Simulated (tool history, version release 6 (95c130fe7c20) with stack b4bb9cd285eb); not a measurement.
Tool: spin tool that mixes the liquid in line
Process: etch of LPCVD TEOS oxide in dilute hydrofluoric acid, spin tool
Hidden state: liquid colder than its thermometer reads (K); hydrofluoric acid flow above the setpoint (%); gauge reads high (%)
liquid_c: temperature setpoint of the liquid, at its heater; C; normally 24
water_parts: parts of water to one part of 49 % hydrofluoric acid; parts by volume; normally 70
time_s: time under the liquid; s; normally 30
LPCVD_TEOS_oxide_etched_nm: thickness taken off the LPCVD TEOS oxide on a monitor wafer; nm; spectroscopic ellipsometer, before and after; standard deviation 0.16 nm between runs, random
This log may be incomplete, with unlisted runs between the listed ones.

run,hour,liquid_c,water_parts,time_s,wafers since the last listed run,hours since the thermometer was replaced,hours since the hydrofluoric acid flow meter was replaced,hours since the gauge calibration,"read-back film thickness of the LPCVD TEOS oxide reference wafer, read on the same gauge (nm)",LPCVD_TEOS_oxide_etched_nm
1,0,24,70,30,0,2050.2,1691.2,263.6,110.01,24.28
2,25.5,24,70,30,561,2075.7,1716.7,289.1,109.97,23.99
3,52.1,24,85,30,586,2102.3,1743.3,315.7,109.97,19.73
4,65.9,24,70,30,304,2116.1,1757.1,329.5,109.98,24.12
5,99.1,24,70,30,731,2149.3,1790.3,362.7,109.98,24.4
6,134.6,24,70,30,782,2184.8,1825.8,398.2,109.99,24.5
7,161.6,24,70,35,594,2211.8,1852.8,425.2,109.99,28.61
8,189.1,24,70,35,605,2239.3,1880.3,452.7,110,28.47
9,210.3,24,70,35,467,2260.5,1901.5,473.9,109.98,28.45
10,233.7,24,70,40,515,2283.9,1924.9,497.3,109.99,32.55
11,261.9,24,70,40,621,2312.1,1953.1,525.5,109.99,33.06
12,282.8,24,70,40,460,2333,1974,546.4,109.96,32.52
13,304.8,24,70,30,484,2355,1996,568.4,110.01,24.74
14,340.1,24,70,30,777,2390.3,2031.3,603.7,109.99,24.88
15,364.5,24,70,30,537,2414.7,2055.7,628.1,110.02,24.68
16,398.6,24,70,50,751,2448.8,2089.8,662.2,109.99,41.19
17,426.7,20,40,15,619,2476.9,2117.9,690.3,110.02,19.12
18,455.8,24,90,15,641,2506,2147,719.4,109.99,9.45
19,468.7,25.5,100,50,284,2518.9,2159.9,732.3,110,29.78
20,488.9,24,90,15,445,2539.1,2180.1,752.5,109.98,9.46
# hour 512.1: thermometer replaced
21,521.6,22,70,30,698,9.5,2212.8,785.2,110.01,23.01
22,545.6,24,55,30,528,33.5,2236.8,809.2,110.05,32.46
23,580.7,22.5,70,30,773,68.6,2271.9,844.3,109.97,23.82
# hour 592.6: gauge calibrated
24,616.4,19,105,30,786,104.3,2307.6,23.8,109.98,13.13
# hour 669.3: hydrofluoric acid flow meter replaced
25,708.2,20,70,20,2000,196.1,38.9,115.6,109.99,12.76
26,727.4,24,80,20,423,215.3,58.1,134.8,109.99,13.25
27,755.3,19.5,100,15,614,243.2,86,162.7,110,6.41
28,778.9,28.5,50,30,520,266.8,109.6,186.3,109.99,38.78
29,797.4,24,105,30,407,285.3,128.1,204.8,109.98,14.51
30,824,24,70,30,586,311.9,154.7,231.4,110,22.9
31,846.8,27.5,100,30,502,334.7,177.5,254.2,109.97,17.68
32,882.2,21,55,40,780,370.1,212.9,289.6,110,35.33
33,902.6,24,45,30,449,390.5,233.3,310,110.04,37.2

4 options for the next run, each taken on its own from the tool as it stands now. Forecast them:
A,903,24,70,30,8,390.9,233.7,310.4,?,?
B,903,22.5,95,35,8,390.9,233.7,310.4,?,?
C,903,24,40,50,8,390.9,233.7,310.4,?,?
D,903,24,40,40,8,390.9,233.7,310.4,?,?

run,"read-back film thickness of the LPCVD TEOS oxide reference wafer, read on the same gauge (nm)",LPCVD_TEOS_oxide_etched_nm
A,110.04,22.8
B,110.04,17.9
C,110.04,69.12
D,110.04,55.29
With no hidden state in the tool, these same runs would have given:
run,LPCVD_TEOS_oxide_etched_nm
A,22.1
B,17.33
C,67.04
D,53.63
